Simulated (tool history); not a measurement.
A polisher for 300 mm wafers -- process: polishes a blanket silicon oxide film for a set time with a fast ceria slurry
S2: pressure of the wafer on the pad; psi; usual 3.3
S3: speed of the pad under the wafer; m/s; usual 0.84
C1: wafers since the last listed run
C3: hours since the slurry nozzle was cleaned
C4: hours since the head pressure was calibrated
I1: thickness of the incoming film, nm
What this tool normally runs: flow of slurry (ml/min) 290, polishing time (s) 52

{"run": 1, "hour": 0.0, "flow of slurry (ml/min)": 340, "S2": 3.3, "S3": 0.84, "polishing time (s)": 52, "C1": 0, "wafers polished on this pad": 138, "C3": 286.1, "C4": 764.9, "I1": 2673.2, "film removed (angstrom)": 7731}
{"run": 2, "hour": 13.1, "flow of slurry (ml/min)": 290, "S2": 3.7, "S3": 0.84, "polishing time (s)": 52, "C1": 106, "wafers polished on this pad": 244, "C3": 299.2, "C4": 778, "I1": 2700.3, "film removed (angstrom)": 8423}
{"run": 3, "hour": 24.2, "flow of slurry (ml/min)": 290, "S2": 3.7, "S3": 0.84, "polishing time (s)": 52, "C1": 90, "wafers polished on this pad": 334, "C3": 310.3, "C4": 789.1, "I1": 2674, "film removed (angstrom)": 8524}
{"run": 4, "hour": 35.4, "flow of slurry (ml/min)": 290, "S2": 3.7, "S3": 0.84, "polishing time (s)": 52, "C1": 90, "wafers polished on this pad": 425, "C3": 321.5, "C4": 800.3, "I1": 2652.3, "film removed (angstrom)": 8181}
{"run": 5, "hour": 44.7, "flow of slurry (ml/min)": 290, "S2": 3.3, "S3": 0.84, "polishing time (s)": 52, "C1": 75, "wafers polished on this pad": 501, "C3": 330.8, "C4": 809.6, "I1": 2677.1, "film removed (angstrom)": 7328}
{"hour": 55.0, "done": "worn pad replaced by a new one"}
{"run": 6, "hour": 61.2, "flow of slurry (ml/min)": 290, "S2": 3.3, "S3": 0.84, "polishing time (s)": 52, "C1": 101, "wafers polished on this pad": 50, "C3": 347.3, "C4": 826.1, "I1": 2630.9, "film removed (angstrom)": 8001}
{"hour": 76.1, "done": "slurry nozzle cleaned"}
{"hour": 77.7, "done": "head pressure recalibrated"}
{"run": 7, "hour": 78.2, "flow of slurry (ml/min)": 290, "S2": 3.3, "S3": 0.84, "polishing time (s)": 52, "C1": 116, "wafers polished on this pad": 166, "C3": 2.1, "C4": 0.5, "I1": 2647.3, "film removed (angstrom)": 7765}
{"run": 8, "hour": 84.3, "flow of slurry (ml/min)": 290, "S2": 2.8, "S3": 0.84, "polishing time (s)": 52, "C1": 49, "wafers polished on this pad": 216, "C3": 8.2, "C4": 6.6, "I1": 2618.9, "film removed (angstrom)": 6472}
{"run": 9, "hour": 91.3, "flow of slurry (ml/min)": 290, "S2": 2.8, "S3": 0.84, "polishing time (s)": 52, "C1": 56, "wafers polished on this pad": 272, "C3": 15.2, "C4": 13.6, "I1": 2688.3, "film removed (angstrom)": 6321}
{"run": 10, "hour": 101.1, "flow of slurry (ml/min)": 290, "S2": 3.3, "S3": 0.84, "polishing time (s)": 52, "C1": 79, "wafers polished on this pad": 352, "C3": 25, "C4": 23.4, "I1": 2654.7, "film removed (angstrom)": 7304}
{"run": 11, "hour": 107.3, "flow of slurry (ml/min)": 215, "S2": 4.3, "S3": 0.84, "polishing time (s)": 61, "C1": 50, "wafers polished on this pad": 402, "C3": 31.2, "C4": 29.6, "I1": 2657.2, "film removed (angstrom)": 10810}
{"hour": 115.1, "done": "worn pad replaced by a new one"}
{"run": 12, "hour": 116.1, "flow of slurry (ml/min)": 290, "S2": 4.1, "S3": 0.84, "polishing time (s)": 36, "C1": 38, "wafers polished on this pad": 7, "C3": 40, "C4": 38.4, "I1": 2678, "film removed (angstrom)": 7198}
{"run": 13, "hour": 123.6, "flow of slurry (ml/min)": 240, "S2": 3.3, "S3": 0.84, "polishing time (s)": 52, "C1": 60, "wafers polished on this pad": 68, "C3": 47.5, "C4": 45.9, "I1": 2676.6, "film removed (angstrom)": 7941}
{"run": 14, "hour": 131.8, "flow of slurry (ml/min)": 290, "S2": 3.3, "S3": 0.84, "polishing time (s)": 52, "C1": 66, "wafers polished on this pad": 135, "C3": 55.7, "C4": 54.1, "I1": 2649.5, "film removed (angstrom)": 7588}
{"run": 15, "hour": 148.6, "flow of slurry (ml/min)": 290, "S2": 3.3, "S3": 0.84, "polishing time (s)": 52, "C1": 136, "wafers polished on this pad": 271, "C3": 72.5, "C4": 70.9, "I1": 2661.3, "film removed (angstrom)": 7589}
{"run": 16, "hour": 157.9, "flow of slurry (ml/min)": 290, "S2": 4.4, "S3": 0.84, "polishing time (s)": 52, "C1": 75, "wafers polished on this pad": 346, "C3": 81.8, "C4": 80.2, "I1": 2659.9, "film removed (angstrom)": 10148}
{"hour": 175.1, "done": "worn pad replaced by a new one"}
{"run": 17, "hour": 175.8, "flow of slurry (ml/min)": 290, "S2": 3.8, "S3": 0.96, "polishing time (s)": 69, "C1": 112, "wafers polished on this pad": 5, "C3": 99.7, "C4": 98.1, "I1": 2651.5, "film removed (angstrom)": 13892}
{"run": 18, "hour": 192.0, "flow of slurry (ml/min)": 260, "S2": 3.3, "S3": 0.84, "polishing time (s)": 42, "C1": 131, "wafers polished on this pad": 137, "C3": 115.9, "C4": 114.3, "I1": 2669.6, "film removed (angstrom)": 6014}
{"run": 19, "hour": 203.5, "flow of slurry (ml/min)": 290, "S2": 3.7, "S3": 0.84, "polishing time (s)": 52, "C1": 93, "wafers polished on this pad": 230, "C3": 127.4, "C4": 125.8, "I1": 2699.1, "film removed (angstrom)": 8444}

For run 20, what comes out?
{"run": 20, "hour": 220.0, "flow of slurry (ml/min)": 325, "S2": 3.3, "S3": 0.58, "polishing time (s)": 65, "C1": 133, "wafers polished on this pad": 364, "C3": 143.9, "C4": 142.3, "I1": 2647.2, "film removed (angstrom)": "?"}

Run 20 came out at film removed (angstrom) 6882.
With the hidden condition absent and the run-to-run variation left alone, this run would have shown film removed (angstrom) 7804.
